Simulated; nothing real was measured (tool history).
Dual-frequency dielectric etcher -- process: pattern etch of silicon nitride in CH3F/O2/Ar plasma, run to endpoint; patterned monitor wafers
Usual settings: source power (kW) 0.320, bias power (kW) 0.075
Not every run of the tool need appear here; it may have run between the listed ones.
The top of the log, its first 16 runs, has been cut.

run    hour  source power (kW)  bias power (kW)  incoming incoming film thickness, nm  endpoint time (s)
 17  1350.6              0.320            0.075                                  54.4               89.1
 18  1382.7              0.320            0.075                                  54.2               88.9
     1460.1  -- wet clean of the chamber
 19  1460.6              0.320            0.075                                  54.0               86.5
 20  1493.8              0.290            0.075                                  53.3               90.0
     1538.7  -- upper electrode replaced
 21  1552.7              0.400            0.075                                  53.8               78.5
 22  1577.9              0.370            0.059                                  53.6               85.4
 23  1676.2              0.320            0.075                                  54.2               87.9
 24  1716.8              0.370            0.084                                  54.1               80.7
     1810.5  -- wet clean of the chamber
 25  1811.0              0.320            0.058                                  54.2               91.8
 26  1847.3              0.320            0.082                                  54.2               84.9
 27  1874.2              0.390            0.086                                  53.5               75.6
 28  1920.8              0.250            0.093                                  54.3               93.6
 29  1968.5              0.400            0.085                                  53.6               75.9
 30  2014.9              0.320            0.091                                  54.0               83.7

Alternative continuations, all from the tool just after run 30; predict every row:
  A  2015.3              0.270            0.075                                  53.6                  ?
  B  2015.3              0.260            0.084                                  53.6                  ?
  C  2015.3              0.320            0.060                                  53.6                  ?

run  endpoint time (s)
  A               94.2
  B               93.3
  C               91.3
Without the tool's unlogged condition, the same runs would have read:
run  endpoint time (s)
  A               93.7
  B               92.8
  C               90.8
